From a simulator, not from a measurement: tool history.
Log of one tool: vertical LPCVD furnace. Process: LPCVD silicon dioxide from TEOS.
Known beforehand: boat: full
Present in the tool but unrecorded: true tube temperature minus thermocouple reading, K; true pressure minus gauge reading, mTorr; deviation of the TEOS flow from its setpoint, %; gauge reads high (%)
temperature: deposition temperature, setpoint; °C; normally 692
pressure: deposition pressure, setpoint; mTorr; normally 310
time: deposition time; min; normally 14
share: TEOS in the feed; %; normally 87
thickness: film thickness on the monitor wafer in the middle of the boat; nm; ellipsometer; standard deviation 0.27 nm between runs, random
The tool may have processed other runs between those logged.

run,hour,temperature,pressure,time,share,wafers since the last listed run,hours since the last temperature calibration,hours since the pressure gauge was zeroed,hours since the TEOS flow controller was replaced,hours since the gauge calibration,"read-back reference wafer on the same gauge, thickness",thickness
1,0,692,310,14,87,0,3629,2502.6,2455.3,134.7,108.48,99.7
2,50.2,692,310,14,87,820,3679.2,2552.8,2505.5,184.9,108.39,99.15
3,112.3,686,310,15.5,87,1014,3741.3,2614.9,2567.6,247,108.41,95.54
4,159,686,310,15.5,87,762,3788,2661.6,2614.3,293.7,108.46,95.59
5,216.3,692,310,14,87,936,3845.3,2718.9,2671.6,351,108.45,99.3
6,240.9,692,310,14,87,401,3869.9,2743.5,2696.2,375.6,108.44,99.79
7,279.2,692,310,14,87,625,3908.2,2781.8,2734.5,413.9,108.36,99.18
8,321.2,692,310,14,87,686,3950.2,2823.8,2776.5,455.9,108.37,99.38
9,362.1,692,310,14,87,668,3991.1,2864.7,2817.4,496.8,108.46,99.36
10,399.7,692,310,14,87,614,4028.7,2902.3,2855,534.4,108.4,99.5
11,454.3,683,310,14,74,892,4083.3,2956.9,2909.6,589,108.45,73.92
12,479.1,692,310,14,87,405,4108.1,2981.7,2934.4,613.8,108.4,99.4
# hour 523.1: thermocouples replaced and temperature profile calibrated
13,523.6,692,310,14,87,334,0.5,3026.2,2978.9,658.3,108.3,99.33
14,591.8,697,310,12.5,87,1114,68.7,3094.4,3047.1,726.5,108.34,99.51
# hour 635.3: pressure gauge zeroed
15,643,692,310,14,87,444,119.9,7.7,3098.3,777.7,108.48,96.88
16,677,692,310,14,96,555,153.9,41.7,3132.3,811.7,108.46,101.6
17,726.2,692,235,17,87,803,203.1,90.9,3181.5,860.9,108.42,102.44
18,750.5,701,245,12,72,397,227.4,115.2,3205.8,885.2,108.45,82.77
19,808.8,692,310,11.5,87,952,285.7,173.5,3264.1,943.5,108.51,79.63
# hour 833.8: TEOS flow controller replaced
20,851.7,703,340,17.5,97,308,328.6,216.4,17.9,986.4,108.45,174.33
21,923.6,680,345,14,81,1174,400.5,288.3,89.8,1058.3,108.33,74.14
22,972,700,330,11,87,790,448.9,336.7,138.2,1106.7,108.35,95.19
# hour 992.4: gauge calibrated
23,997.3,684,280,18,97,413,474.2,362,163.5,4.9,108.43,104.33
24,1034.1,692,330,14,87,601,511,398.8,200.3,41.7,108.43,100.26
25,1063.8,683,310,14,74,485,540.7,428.5,230,71.4,108.35,72.54
26,1135,703,340,17.5,97,1163,611.9,499.7,301.2,142.6,108.53,173.43
27,1172.7,697,310,14,82,615,649.6,537.4,338.9,180.3,108.24,106.86
28,1218.7,695,310,14,96,751,695.6,583.4,384.9,226.3,108.39,110.56
29,1266.9,692,270,14,87,787,743.8,631.6,433.1,274.5,108.39,91.79

Exercise: give the hidden state of the tool at every run:
true tube temperature minus thermocouple reading, K: 0 on each run
deviation of the TEOS flow from its setpoint, %: 0 on each run
gauge reads high (%): 0 on each run
H1: true pressure minus gauge reading, mTorr
run,H1
1,16.9
2,16.9
3,17
4,17.1
5,17.2
6,17.2
7,17.2
8,17.3
9,17.3
10,17.4
11,17.4
12,17.5
13,17.5
14,17.6
15,-0.214
16,0.277
17,0.961
18,1.29
19,2.04
20,2.57
21,3.42
22,3.96
23,4.23
24,4.61
25,4.92
26,5.61
27,5.95
28,6.36
29,6.77
